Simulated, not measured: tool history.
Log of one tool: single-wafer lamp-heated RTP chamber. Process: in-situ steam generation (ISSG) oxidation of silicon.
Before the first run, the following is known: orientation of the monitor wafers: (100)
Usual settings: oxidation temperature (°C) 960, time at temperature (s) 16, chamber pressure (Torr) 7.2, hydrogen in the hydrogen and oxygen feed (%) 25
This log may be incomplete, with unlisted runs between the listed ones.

run,hour,oxidation temperature (°C),time at temperature (s),chamber pressure (Torr),hydrogen in the hydrogen and oxygen feed (%),"read-back reference wafer on the same gauge, thickness",oxide thickness on the monitor wafer (Å)
1,0,960,16,7.2,25,3.441,43.02
2,36.8,960,14,7.2,25,3.44,40.57
3,92.8,960,14,7.2,25,3.442,40.75
4,187.4,960,14,7.2,25,3.442,40.41
5,228.9,960,16,7.2,25,3.439,42.84
# hour 311.7: pyrometer window cleaned and pyrometer calibrated
6,318.3,973,16,7.2,25,3.439,44.39
7,421.2,973,16,7.2,25,3.444,44.58
# hour 444.2: gauge calibrated
8,505.1,960,16,7.2,25,3.437,42.63
9,612.6,960,16,7.2,25,3.437,42.78
10,656.4,960,16,6.9,25,3.437,42.63
# hour 678.3: pyrometer window cleaned and pyrometer calibrated
11,743.2,960,16,6.9,25,3.434,42.77
12,791.5,960,16,6.9,25,3.44,42.68
# hour 870.2: pressure gauge zeroed
13,870.7,960,14,7.6,16,3.438,36.67
14,954,966,16,6.9,31,3.442,46.17
15,993.1,950,20,7.6,16,3.444,41.22
16,1057.7,960,19,7.2,25,3.444,45.68
# hour 1091.7: pyrometer window cleaned and pyrometer calibrated
17,1132.8,960,16,6.9,16,3.44,38.1
18,1206.7,960,13,7.2,31,3.44,42.07
# hour 1263.3: hydrogen flow controller replaced
19,1306.1,960,16,6.9,21,3.442,40.94
# hour 1367: gauge calibrated
# hour 1407.1: pyrometer window cleaned and pyrometer calibrated
20,1407.6,977,16,7.2,25,3.438,45.06
21,1489.8,960,20,7.7,25,3.443,46.78
22,1583.1,960,16,6.9,25,3.441,42.57
23,1633.2,960,16,7.2,25,3.44,42.63
24,1732.9,941,16,6.9,25,3.437,40.5
# hour 1799.2: pyrometer window cleaned and pyrometer calibrated
25,1825,960,16,7.2,31,3.444,45.31

What the log doesn't show, run by run:
true wafer temperature minus pyrometer reading, K: 0, the same for each run
true pressure minus gauge reading, Torr: 0, the same for each run
deviation of the hydrogen flow from its setpoint, %: 0, the same for each run
gauge reads high (%): 0, the same for each run
